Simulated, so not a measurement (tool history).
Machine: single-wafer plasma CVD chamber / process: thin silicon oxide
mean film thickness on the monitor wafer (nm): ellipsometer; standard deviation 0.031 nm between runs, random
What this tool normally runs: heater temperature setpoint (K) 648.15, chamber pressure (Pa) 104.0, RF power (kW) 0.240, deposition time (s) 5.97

run   hour  heater temperature setpoint (K)  chamber pressure (Pa)  RF power (kW)  deposition time (s)  wafers since the last listed run  hours since the last thermocouple change  hours since the last RF generator calibration  hours since the last manometer calibration  hours since the showerhead was replaced  hours since the gauge calibration  read-back reference wafer on the same gauge, thickness_nm  mean film thickness on the monitor wafer (nm)
  1    0.0                           648.15                  104.0          0.240                 5.97                                 0                                    1919.5                                         1316.7                                      1883.8                                   2987.8                              299.9                                                      9.018                                          9.680
  2   13.2                           648.15                  104.0          0.240                 5.45                               237                                    1932.7                                         1329.9                                      1897.0                                   3001.0                              313.1                                                      9.021                                          8.889
  3   41.6                           648.15                  104.0          0.240                 5.45                               511                                    1961.1                                         1358.3                                      1925.4                                   3029.4                              341.5                                                      9.031                                          8.873
  4   59.7                           648.15                  104.0          0.240                 5.45                               326                                    1979.2                                         1376.4                                      1943.5                                   3047.5                              359.6                                                      9.019                                          8.862
  5   91.5                           648.15                  104.0          0.240                 5.97                               572                                    2011.0                                         1408.2                                      1975.3                                   3079.3                              391.4                                                      9.022                                          9.720
  6  154.3                           648.15                  104.0          0.240                 5.97                              1131                                    2073.8                                         1471.0                                      2038.1                                   3142.1                              454.2                                                      9.017                                          9.745
  7  173.4                           648.15                  104.0          0.240                 5.97                               344                                    2092.9                                         1490.1                                      2057.2                                   3161.2                              473.3                                                      9.024                                          9.713
  8  186.6                           648.15                  104.0          0.240                 5.97                               237                                    2106.1                                         1503.3                                      2070.4                                   3174.4                              486.5                                                      9.012                                          9.704
     206.0  -- RF generator calibrated
  9  267.2                           648.15                  104.0          0.240                 5.97                              1308                                    2186.7                                           61.2                                      2151.0                                   3255.0                              567.1                                                      9.017                                          9.709
     287.4  -- capacitance manometer re-zeroed and calibrated
     289.3  -- gauge calibrated
     297.6  -- showerhead replaced
 10  301.5                           648.15                  104.0          0.240                 5.97                               329                                    2221.0                                           95.5                                        14.1                                      3.9                               12.2                                                      9.026                                          9.754
 11  332.8                           648.15                  104.0          0.240                 5.97                               563                                    2252.3                                          126.8                                        45.4                                     35.2                               43.5                                                      9.020                                          9.723
 12  360.6                           648.15                  104.0          0.240                 5.97                               500                                    2280.1                                          154.6                                        73.2                                     63.0                               71.3                                                      9.018                                          9.735
 13  379.4                           648.15                  104.0          0.240                 5.97                               338                                    2298.9                                          173.4                                        92.0                                     81.8                               90.1                                                      9.019                                          9.690
 14  407.8                           643.15                  104.0          0.200                 5.97                               511                                    2327.3                                          201.8                                       120.4                                    110.2                              118.5                                                      9.026                                          9.019
     418.7  -- thermocouple changed; heater temperature recalibrated
 15  429.4                           648.15                  104.0          0.240                 5.97                               245                                      10.7                                          223.4                                       142.0                                    131.8                              140.1                                                      9.020                                          9.715
 16  443.8                           648.15                  104.0          0.270                 5.97                               259                                      25.1                                          237.8                                       156.4                                    146.2                              154.5                                                      9.021                                         10.231
 17  475.4                           648.15                   82.5          0.240                 6.58                               569                                      56.7                                          269.4                                       188.0                                    177.8                              186.1                                                      9.012                                          8.368
 18  491.9                           634.15                  126.0          0.280                 5.38                               297                                      73.2                                          285.9                                       204.5                                    194.3                              202.6                                                      9.014                                         11.225
 19  523.3                           648.15                  104.0          0.240                 5.97                               565                                     104.6                                          317.3                                       235.9                                    225.7                              234.0                                                      9.025                                          9.706
 20  536.9                           662.15                  104.0          0.255                 5.66                               245                                     118.2                                          330.9                                       249.5                                    239.3                              247.6                                                      9.024                                          9.403
 21  566.1                           637.15                   80.3          0.265                 5.40                               526                                     147.4                                          360.1                                       278.7                                    268.5                              276.8                                                      9.015                                          6.998
 22  581.7                           648.15                   85.3          0.220                 5.97                               281                                     163.0                                          375.7                                       294.3                                    284.1                              292.4                                                      9.017                                          7.544
 23  593.9                           648.15                   86.3          0.240                 5.97                               219                                     175.2                                          387.9                                       306.5                                    296.3                              304.6                                                      9.012                                          7.970
 24  620.2                           648.15                  104.0          0.200                 5.97                               473                                     201.5                                          414.2                                       332.8                                    322.6                              330.9                                                      9.023                                          8.993

Branching from run 24: 4 alternative next runs. What would each branch give?
  A  620.6                           648.15                  104.0          0.240                 5.97                                 7                                     201.9                                          414.6                                       333.2                                    323.0                              331.3                                                          ?                                              ?
  B  620.6                           658.15                  121.9          0.220                 5.15                                 7                                     201.9                                          414.6                                       333.2                                    323.0                              331.3                                                          ?                                              ?
  C  620.6                           648.15                   88.0          0.240                 5.97                                 7                                     201.9                                          414.6                                       333.2                                    323.0                              331.3                                                          ?                                              ?
  D  620.6                           648.15                   93.1          0.240                 5.97                                 7                                     201.9                                          414.6                                       333.2                                    323.0                              331.3                                                          ?                                              ?

run  read-back reference wafer on the same gauge, thickness_nm  mean film thickness on the monitor wafer (nm)
  A                                                      9.022                                          9.708
  B                                                      9.022                                          9.232
  C                                                      9.022                                          8.153
  D                                                      9.022                                          8.664
With the hidden condition removed and each run's random variation left untouched, the same runs would have given:
run  mean film thickness on the monitor wafer (nm)
  A                                          9.708
  B                                          9.232
  C                                          8.153
  D                                          8.664
